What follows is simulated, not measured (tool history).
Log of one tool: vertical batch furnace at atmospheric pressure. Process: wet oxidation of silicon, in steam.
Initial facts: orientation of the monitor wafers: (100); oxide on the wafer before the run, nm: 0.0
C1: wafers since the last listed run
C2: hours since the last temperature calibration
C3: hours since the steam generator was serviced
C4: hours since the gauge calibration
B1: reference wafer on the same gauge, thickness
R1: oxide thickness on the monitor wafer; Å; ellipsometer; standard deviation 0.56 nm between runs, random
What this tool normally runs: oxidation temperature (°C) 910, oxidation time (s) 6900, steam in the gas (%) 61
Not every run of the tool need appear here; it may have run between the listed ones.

{"run": 1, "hour": 0.0, "oxidation temperature (°C)": 910, "oxidation time (s)": 6900, "steam in the gas (%)": 61, "C1": 0, "C2": 2504.0, "C3": 3529.3, "C4": 229.9, "B1": 237.88, "R1": 2192.0}
{"run": 2, "hour": 25.7, "oxidation temperature (°C)": 910, "oxidation time (s)": 6900, "steam in the gas (%)": 61, "C1": 166, "C2": 2529.7, "C3": 3555.0, "C4": 255.6, "B1": 237.77, "R1": 2198.4}
{"run": 3, "hour": 41.6, "oxidation temperature (°C)": 910, "oxidation time (s)": 6900, "steam in the gas (%)": 61, "C1": 102, "C2": 2545.6, "C3": 3570.9, "C4": 271.5, "B1": 237.97, "R1": 2204.5}
{"run": 4, "hour": 55.7, "oxidation temperature (°C)": 910, "oxidation time (s)": 6900, "steam in the gas (%)": 61, "C1": 91, "C2": 2559.7, "C3": 3585.0, "C4": 285.6, "B1": 237.88, "R1": 2194.5}
{"run": 5, "hour": 76.7, "oxidation temperature (°C)": 910, "oxidation time (s)": 6900, "steam in the gas (%)": 61, "C1": 135, "C2": 2580.7, "C3": 3606.0, "C4": 306.6, "B1": 238.11, "R1": 2196.8}
{"run": 6, "hour": 97.0, "oxidation temperature (°C)": 910, "oxidation time (s)": 6900, "steam in the gas (%)": 61, "C1": 131, "C2": 2601.0, "C3": 3626.3, "C4": 326.9, "B1": 238.08, "R1": 2194.5}
{"run": 7, "hour": 112.8, "oxidation temperature (°C)": 910, "oxidation time (s)": 6900, "steam in the gas (%)": 61, "C1": 102, "C2": 2616.8, "C3": 3642.1, "C4": 342.7, "B1": 237.87, "R1": 2195.0}
{"run": 8, "hour": 138.1, "oxidation temperature (°C)": 910, "oxidation time (s)": 6900, "steam in the gas (%)": 61, "C1": 163, "C2": 2642.1, "C3": 3667.4, "C4": 368.0, "B1": 237.92, "R1": 2196.9}
{"run": 9, "hour": 148.0, "oxidation temperature (°C)": 910, "oxidation time (s)": 6900, "steam in the gas (%)": 61, "C1": 64, "C2": 2652.0, "C3": 3677.3, "C4": 377.9, "B1": 238.17, "R1": 2207.3}
{"run": 10, "hour": 170.6, "oxidation temperature (°C)": 910, "oxidation time (s)": 6900, "steam in the gas (%)": 61, "C1": 146, "C2": 2674.6, "C3": 3699.9, "C4": 400.5, "B1": 237.96, "R1": 2199.0}
{"run": 11, "hour": 183.9, "oxidation temperature (°C)": 910, "oxidation time (s)": 6900, "steam in the gas (%)": 61, "C1": 86, "C2": 2687.9, "C3": 3713.2, "C4": 413.8, "B1": 237.94, "R1": 2193.2}
{"run": 12, "hour": 206.1, "oxidation temperature (°C)": 922, "oxidation time (s)": 6900, "steam in the gas (%)": 70, "C1": 143, "C2": 2710.1, "C3": 3735.4, "C4": 436.0, "B1": 237.76, "R1": 2797.3}
{"run": 13, "hour": 214.8, "oxidation temperature (°C)": 919, "oxidation time (s)": 6900, "steam in the gas (%)": 66, "C1": 56, "C2": 2718.8, "C3": 3744.1, "C4": 444.7, "B1": 237.87, "R1": 2598.5}
{"run": 14, "hour": 223.8, "oxidation temperature (°C)": 910, "oxidation time (s)": 6900, "steam in the gas (%)": 61, "C1": 58, "C2": 2727.8, "C3": 3753.1, "C4": 453.7, "B1": 237.78, "R1": 2210.0}
{"run": 15, "hour": 239.0, "oxidation temperature (°C)": 910, "oxidation time (s)": 6900, "steam in the gas (%)": 61, "C1": 98, "C2": 2743.0, "C3": 3768.3, "C4": 468.9, "B1": 238.04, "R1": 2205.3}
{"run": 16, "hour": 258.4, "oxidation temperature (°C)": 910, "oxidation time (s)": 6900, "steam in the gas (%)": 61, "C1": 125, "C2": 2762.4, "C3": 3787.7, "C4": 488.3, "B1": 238.11, "R1": 2200.7}
{"run": 17, "hour": 273.5, "oxidation temperature (°C)": 910, "oxidation time (s)": 6900, "steam in the gas (%)": 61, "C1": 97, "C2": 2777.5, "C3": 3802.8, "C4": 503.4, "B1": 238.23, "R1": 2207.9}
{"hour": 304.6, "done": "thermocouples replaced and temperature profile calibrated"}
{"run": 18, "hour": 305.1, "oxidation temperature (°C)": 920, "oxidation time (s)": 6900, "steam in the gas (%)": 61, "C1": 49, "C2": 0.5, "C3": 3834.4, "C4": 535.0, "B1": 238.1, "R1": 2369.7}
{"run": 19, "hour": 314.8, "oxidation temperature (°C)": 910, "oxidation time (s)": 9390, "steam in the gas (%)": 57, "C1": 62, "C2": 10.2, "C3": 3844.1, "C4": 544.7, "B1": 238.27, "R1": 2591.4}
{"run": 20, "hour": 327.1, "oxidation temperature (°C)": 910, "oxidation time (s)": 9900, "steam in the gas (%)": 61, "C1": 79, "C2": 22.5, "C3": 3856.4, "C4": 557.0, "B1": 237.77, "R1": 2852.2}
{"run": 21, "hour": 340.6, "oxidation temperature (°C)": 910, "oxidation time (s)": 6900, "steam in the gas (%)": 70, "C1": 87, "C2": 36.0, "C3": 3869.9, "C4": 570.5, "B1": 237.88, "R1": 2372.6}
{"run": 22, "hour": 363.4, "oxidation temperature (°C)": 890, "oxidation time (s)": 10020, "steam in the gas (%)": 52, "C1": 147, "C2": 58.8, "C3": 3892.7, "C4": 593.3, "B1": 238.06, "R1": 1957.4}
{"run": 23, "hour": 375.8, "oxidation temperature (°C)": 910, "oxidation time (s)": 6900, "steam in the gas (%)": 61, "C1": 80, "C2": 71.2, "C3": 3905.1, "C4": 605.7, "B1": 238.06, "R1": 2122.4}
{"run": 24, "hour": 385.6, "oxidation temperature (°C)": 910, "oxidation time (s)": 6900, "steam in the gas (%)": 61, "C1": 63, "C2": 81.0, "C3": 3914.9, "C4": 615.5, "B1": 238.02, "R1": 2111.9}
{"run": 25, "hour": 402.1, "oxidation temperature (°C)": 891, "oxidation time (s)": 4830, "steam in the gas (%)": 53, "C1": 106, "C2": 97.5, "C3": 3931.4, "C4": 632.0, "B1": 238.37, "R1": 1046.2}
{"run": 26, "hour": 419.0, "oxidation temperature (°C)": 928, "oxidation time (s)": 6900, "steam in the gas (%)": 61, "C1": 109, "C2": 114.4, "C3": 3948.3, "C4": 648.9, "B1": 238.08, "R1": 2570.3}
{"run": 27, "hour": 431.5, "oxidation temperature (°C)": 910, "oxidation time (s)": 6900, "steam in the gas (%)": 61, "C1": 80, "C2": 126.9, "C3": 3960.8, "C4": 661.4, "B1": 238.0, "R1": 2122.2}
{"hour": 458.5, "done": "steam generator serviced"}
{"run": 28, "hour": 459.0, "oxidation temperature (°C)": 910, "oxidation time (s)": 7860, "steam in the gas (%)": 61, "C1": 22, "C2": 154.4, "C3": 0.5, "C4": 688.9, "B1": 238.18, "R1": 2360.6}
{"run": 29, "hour": 469.1, "oxidation temperature (°C)": 930, "oxidation time (s)": 5370, "steam in the gas (%)": 66, "C1": 65, "C2": 164.5, "C3": 10.6, "C4": 699.0, "B1": 237.89, "R1": 2273.0}
{"run": 30, "hour": 478.0, "oxidation temperature (°C)": 926, "oxidation time (s)": 6900, "steam in the gas (%)": 67, "C1": 57, "C2": 173.4, "C3": 19.5, "C4": 707.9, "B1": 238.03, "R1": 2716.9}
{"hour": 490.3, "done": "gauge calibrated"}
{"run": 31, "hour": 495.4, "oxidation temperature (°C)": 910, "oxidation time (s)": 3930, "steam in the gas (%)": 61, "C1": 112, "C2": 190.8, "C3": 36.9, "C4": 5.1, "B1": 238.06, "R1": 1291.4}
{"run": 32, "hour": 516.4, "oxidation temperature (°C)": 925, "oxidation time (s)": 9450, "steam in the gas (%)": 65, "C1": 135, "C2": 211.8, "C3": 57.9, "C4": 26.1, "B1": 238.31, "R1": 3382.7}
{"run": 33, "hour": 528.6, "oxidation temperature (°C)": 910, "oxidation time (s)": 6900, "steam in the gas (%)": 61, "C1": 78, "C2": 224.0, "C3": 70.1, "C4": 38.3, "B1": 238.07, "R1": 2122.5}
{"run": 34, "hour": 539.4, "oxidation temperature (°C)": 926, "oxidation time (s)": 6900, "steam in the gas (%)": 67, "C1": 69, "C2": 234.8, "C3": 80.9, "C4": 49.1, "B1": 237.74, "R1": 2712.1}
{"run": 35, "hour": 556.9, "oxidation temperature (°C)": 910, "oxidation time (s)": 3870, "steam in the gas (%)": 61, "C1": 113, "C2": 252.3, "C3": 98.4, "C4": 66.6, "B1": 237.72, "R1": 1277.2}
{"run": 36, "hour": 574.1, "oxidation temperature (°C)": 895, "oxidation time (s)": 7770, "steam in the gas (%)": 69, "C1": 111, "C2": 269.5, "C3": 115.6, "C4": 83.8, "B1": 237.88, "R1": 2155.0}
{"run": 37, "hour": 589.6, "oxidation temperature (°C)": 910, "oxidation time (s)": 7860, "steam in the gas (%)": 61, "C1": 100, "C2": 285.0, "C3": 131.1, "C4": 99.3, "B1": 237.76, "R1": 2377.8}
{"run": 38, "hour": 607.9, "oxidation temperature (°C)": 917, "oxidation time (s)": 6900, "steam in the gas (%)": 52, "C1": 118, "C2": 303.3, "C3": 149.4, "C4": 117.6, "B1": 238.25, "R1": 2005.8}
{"run": 39, "hour": 628.9, "oxidation temperature (°C)": 894, "oxidation time (s)": 8430, "steam in the gas (%)": 55, "C1": 135, "C2": 324.3, "C3": 170.4, "C4": 138.6, "B1": 238.19, "R1": 1887.8}

Alternative continuations, all from the tool just after run 39; predict every row:
{"run": "A", "hour": 635.1, "oxidation temperature (°C)": 910, "oxidation time (s)": 6900, "steam in the gas (%)": 61, "C1": 40, "C2": 330.5, "C3": 176.6, "C4": 144.8, "B1": "?", "R1": "?"}
{"run": "B", "hour": 635.1, "oxidation temperature (°C)": 887, "oxidation time (s)": 8340, "steam in the gas (%)": 52, "C1": 40, "C2": 330.5, "C3": 176.6, "C4": 144.8, "B1": "?", "R1": "?"}
{"run": "C", "hour": 635.1, "oxidation temperature (°C)": 932, "oxidation time (s)": 4230, "steam in the gas (%)": 61, "C1": 40, "C2": 330.5, "C3": 176.6, "C4": 144.8, "B1": "?", "R1": "?"}

run=A B1=237.99 R1=2112.4
run=B B1=237.99 R1=1588.7
run=C B1=237.99 R1=1775.4
The same runs, with their run-to-run variation unchanged, on a tool lacking any hidden condition would have given:
run=A R1=2073.3
run=B R1=1551.9
run=C R1=1745.5
